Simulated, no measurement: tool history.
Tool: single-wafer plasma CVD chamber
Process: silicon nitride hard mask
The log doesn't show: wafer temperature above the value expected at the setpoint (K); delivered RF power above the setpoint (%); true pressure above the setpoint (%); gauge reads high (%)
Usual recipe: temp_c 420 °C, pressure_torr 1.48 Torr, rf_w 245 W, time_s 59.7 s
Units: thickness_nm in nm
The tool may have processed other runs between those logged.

run	hour	temp_c	pressure_torr	rf_w	time_s	wafers since the last listed run	hours since the last thermocouple change	hours since the last RF generator calibration	hours since the last manometer calibration	hours since the showerhead was replaced	hours since the gauge calibration	read-back reference wafer on the same gauge, thickness_nm	thickness_nm
1	0.0	420	1.48	245	59.7	0	525.9	657.2	157.1	3497.1	3477.8	59.612	51.064
2	104.4	420	1.48	245	59.7	1704	630.3	761.6	261.5	3601.5	3582.2	59.606	50.851
3	207.0	420	1.48	245	59.7	1674	732.9	864.2	364.1	3704.1	3684.8	59.612	50.967
4	310.1	423	1.48	245	59.7	1682	836.0	967.3	467.2	3807.2	3787.9	59.597	50.964
5	375.5	420	1.48	245	68.7	1067	901.4	1032.7	532.6	3872.6	3853.3	59.592	58.512
6	443.4	420	1.48	245	59.7	1108	969.3	1100.6	600.5	3940.5	3921.2	59.612	50.725
# hour 526.5: gauge calibrated
7	537.9	420	1.78	245	59.7	1542	1063.8	1195.1	695.0	4035.0	11.4	59.606	53.105
8	614.8	415	1.48	285	67.5	1255	1140.7	1272.0	771.9	4111.9	88.3	59.614	63.905
9	676.6	430	1.48	280	59.7	1008	1202.5	1333.8	833.7	4173.7	150.1	59.619	55.433
10	782.1	432	1.48	245	59.7	1722	1308.0	1439.3	939.2	4279.2	255.6	59.584	50.299
11	870.9	420	1.48	245	59.7	1449	1396.8	1528.1	1028.0	4368.0	344.4	59.606	50.696
# hour 918.8: RF generator calibrated
# hour 939.4: capacitance manometer re-zeroed and calibrated
12	950.2	433	1.48	245	50.4	1033	1476.1	31.4	10.8	4447.3	423.7	59.591	43.754
13	1016.4	420	1.48	245	59.7	1080	1542.3	97.6	77.0	4513.5	489.9	59.639	52.101
14	1060.5	420	1.48	290	52.4	719	1586.4	141.7	121.1	4557.6	534.0	59.597	51.457
15	1115.0	409	1.48	245	48.3	889	1640.9	196.2	175.6	4612.1	588.5	59.593	42.372
16	1214.8	420	1.48	245	59.7	1629	1740.7	296.0	275.4	4711.9	688.3	59.609	51.822
17	1282.9	420	1.48	275	59.7	1111	1808.8	364.1	343.5	4780.0	756.4	59.632	56.257
# hour 1346.4: showerhead replaced
18	1349.5	420	1.84	245	69.9	956	1875.4	430.7	410.1	3.1	823.0	59.604	63.664
19	1456.1	425	1.81	225	49.5	1740	1982.0	537.3	516.7	109.7	929.6	59.604	42.032
20	1508.2	413	1.48	290	55.0	850	2034.1	589.4	568.8	161.8	981.7	59.599	53.546
21	1560.3	420	1.48	245	59.7	850	2086.2	641.5	620.9	213.9	1033.8	59.563	51.283
22	1598.2	420	1.48	245	59.7	618	2124.1	679.4	658.8	251.8	1071.7	59.597	51.284
23	1684.8	420	1.62	245	59.7	1413	2210.7	766.0	745.4	338.4	1158.3	59.636	52.575
24	1786.4	420	1.79	225	59.7	1658	2312.3	867.6	847.0	440.0	1259.9	59.619	50.025

Run 25, settings as shown, results not yet in. Your forecast:
25	1891.8	420	1.73	245	59.7	1720	2417.7	973.0	952.4	545.4	1365.3	?	?

{"run 25": {"read-back reference wafer on the same gauge, thickness_nm": 59.617, "thickness_nm": 53.083}}
On a tool with no hidden condition, and with the same random variation, this run would have come out at thickness_nm 54.601 nm.

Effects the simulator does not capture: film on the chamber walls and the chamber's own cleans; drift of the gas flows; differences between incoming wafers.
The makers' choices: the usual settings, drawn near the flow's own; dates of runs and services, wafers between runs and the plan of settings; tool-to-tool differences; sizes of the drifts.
